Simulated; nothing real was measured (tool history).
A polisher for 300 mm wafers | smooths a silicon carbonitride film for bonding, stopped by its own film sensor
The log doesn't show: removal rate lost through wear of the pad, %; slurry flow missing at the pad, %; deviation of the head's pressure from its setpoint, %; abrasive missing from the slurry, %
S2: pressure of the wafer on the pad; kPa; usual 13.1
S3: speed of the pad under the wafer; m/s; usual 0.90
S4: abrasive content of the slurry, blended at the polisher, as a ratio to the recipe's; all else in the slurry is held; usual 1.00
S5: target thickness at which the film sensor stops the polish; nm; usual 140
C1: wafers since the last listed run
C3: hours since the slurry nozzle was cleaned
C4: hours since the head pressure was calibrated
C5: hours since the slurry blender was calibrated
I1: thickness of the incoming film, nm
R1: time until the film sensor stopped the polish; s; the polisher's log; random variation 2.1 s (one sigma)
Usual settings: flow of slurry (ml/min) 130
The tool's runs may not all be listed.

run 1 hour=0.0 | flow_of_slurry_(ml/min)=130 S2=13.1 S3=1.10 S4=1.00 S5=133 | C1=0 wafers_polished_on_this_pad=994 C3=26.3 C4=70.5 C5=53.7 | I1=167.9 | R1=127.1
run 2 hour=33.3 | flow_of_slurry_(ml/min)=130 S2=13.1 S3=1.10 S4=1.00 S5=133 | C1=193 wafers_polished_on_this_pad=1188 C3=59.6 C4=103.8 C5=87.0 | I1=171.2 | R1=145.6
run 3 hour=67.9 | flow_of_slurry_(ml/min)=130 S2=13.1 S3=1.10 S4=1.00 S5=133 | C1=201 wafers_polished_on_this_pad=1389 C3=94.2 C4=138.4 C5=121.6 | I1=170.9 | R1=141.1
-- hour=76.0 worn pad replaced by a new one
run 4 hour=147.6 | flow_of_slurry_(ml/min)=130 S2=13.1 S3=0.90 S4=1.00 S5=140 | C1=440 wafers_polished_on_this_pad=416 C3=173.9 C4=218.1 C5=201.3 | I1=169.3 | R1=130.1
run 5 hour=171.5 | flow_of_slurry_(ml/min)=130 S2=13.1 S3=0.90 S4=1.00 S5=140 | C1=139 wafers_polished_on_this_pad=555 C3=197.8 C4=242.0 C5=225.2 | I1=170.5 | R1=137.1
run 6 hour=193.6 | flow_of_slurry_(ml/min)=130 S2=13.1 S3=0.90 S4=0.85 S5=140 | C1=128 wafers_polished_on_this_pad=684 C3=219.9 C4=264.1 C5=247.3 | I1=168.9 | R1=145.1
run 7 hour=206.0 | flow_of_slurry_(ml/min)=130 S2=13.1 S3=0.90 S4=1.00 S5=140 | C1=72 wafers_polished_on_this_pad=756 C3=232.3 C4=276.5 C5=259.7 | I1=169.6 | R1=131.6
-- hour=210.0 slurry blender recalibrated
run 8 hour=220.3 | flow_of_slurry_(ml/min)=130 S2=13.1 S3=0.76 S4=0.75 S5=136 | C1=71 wafers_polished_on_this_pad=828 C3=246.6 C4=290.8 C5=10.3 | I1=166.5 | R1=192.7
run 9 hour=238.0 | flow_of_slurry_(ml/min)=105 S2=13.1 S3=0.90 S4=1.00 S5=140 | C1=102 wafers_polished_on_this_pad=931 C3=264.3 C4=308.5 C5=28.0 | I1=168.0 | R1=138.1
run 10 hour=251.6 | flow_of_slurry_(ml/min)=130 S2=11.0 S3=0.70 S4=1.00 S5=140 | C1=79 wafers_polished_on_this_pad=1010 C3=277.9 C4=322.1 C5=41.6 | I1=171.0 | R1=204.4
run 11 hour=280.4 | flow_of_slurry_(ml/min)=120 S2=13.1 S3=0.90 S4=1.00 S5=132 | C1=167 wafers_polished_on_this_pad=1177 C3=306.7 C4=350.9 C5=70.4 | I1=170.0 | R1=172.9
-- hour=301.8 worn pad replaced by a new one
run 12 hour=310.3 | flow_of_slurry_(ml/min)=130 S2=13.1 S3=1.00 S4=0.90 S5=143 | C1=150 wafers_polished_on_this_pad=49 C3=336.6 C4=380.8 C5=100.3 | I1=171.1 | R1=126.8
run 13 hour=336.5 | flow_of_slurry_(ml/min)=130 S2=15.2 S3=0.90 S4=1.10 S5=140 | C1=152 wafers_polished_on_this_pad=202 C3=362.8 C4=407.0 C5=126.5 | I1=170.2 | R1=117.5
-- hour=340.8 slurry nozzle cleaned
run 14 hour=351.6 | flow_of_slurry_(ml/min)=95 S2=13.1 S3=0.62 S4=1.00 S5=140 | C1=82 wafers_polished_on_this_pad=284 C3=10.8 C4=422.1 C5=141.6 | I1=168.2 | R1=171.1
run 15 hour=379.4 | flow_of_slurry_(ml/min)=130 S2=13.1 S3=0.90 S4=1.00 S5=140 | C1=161 wafers_polished_on_this_pad=445 C3=38.6 C4=449.9 C5=169.4 | I1=167.7 | R1=121.3
run 16 hour=406.8 | flow_of_slurry_(ml/min)=130 S2=17.9 S3=1.08 S4=1.00 S5=140 | C1=159 wafers_polished_on_this_pad=605 C3=66.0 C4=477.3 C5=196.8 | I1=166.6 | R1=73.3
run 17 hour=419.1 | flow_of_slurry_(ml/min)=100 S2=15.9 S3=1.08 S4=1.00 S5=140 | C1=71 wafers_polished_on_this_pad=676 C3=78.3 C4=489.6 C5=209.1 | I1=168.0 | R1=93.3
-- hour=436.0 slurry blender recalibrated
run 18 hour=447.4 | flow_of_slurry_(ml/min)=100 S2=16.5 S3=0.90 S4=1.00 S5=144 | C1=152 wafers_polished_on_this_pad=829 C3=106.6 C4=517.9 C5=11.4 | I1=171.1 | R1=100.0
run 19 hour=469.6 | flow_of_slurry_(ml/min)=130 S2=11.0 S3=0.90 S4=1.00 S5=140 | C1=129 wafers_polished_on_this_pad=958 C3=128.8 C4=540.1 C5=33.6 | I1=168.6 | R1=153.2
run 20 hour=498.2 | flow_of_slurry_(ml/min)=170 S2=13.1 S3=0.74 S4=1.00 S5=140 | C1=166 wafers_polished_on_this_pad=1125 C3=157.4 C4=568.7 C5=62.2 | I1=170.1 | R1=152.4
run 21 hour=511.8 | flow_of_slurry_(ml/min)=130 S2=13.1 S3=0.62 S4=1.00 S5=140 | C1=79 wafers_polished_on_this_pad=1204 C3=171.0 C4=582.3 C5=75.8 | I1=170.3 | R1=190.7
run 22 hour=547.2 | flow_of_slurry_(ml/min)=130 S2=13.1 S3=0.90 S4=1.20 S5=149 | C1=205 wafers_polished_on_this_pad=1410 C3=206.4 C4=617.7 C5=111.2 | I1=169.0 | R1=85.1

Forecast run 23:
-- hour=560.0 worn pad replaced by a new one
run 23 hour=562.8 | flow_of_slurry_(ml/min)=130 S2=13.1 S3=0.90 S4=1.00 S5=140 | C1=67 wafers_polished_on_this_pad=16 C3=222.0 C4=633.3 C5=126.8 | I1=168.7 | R1=?

Run 23 gave R1 131.2 s.
Without the tool's hidden state the same run would have given R1 119.7 s.

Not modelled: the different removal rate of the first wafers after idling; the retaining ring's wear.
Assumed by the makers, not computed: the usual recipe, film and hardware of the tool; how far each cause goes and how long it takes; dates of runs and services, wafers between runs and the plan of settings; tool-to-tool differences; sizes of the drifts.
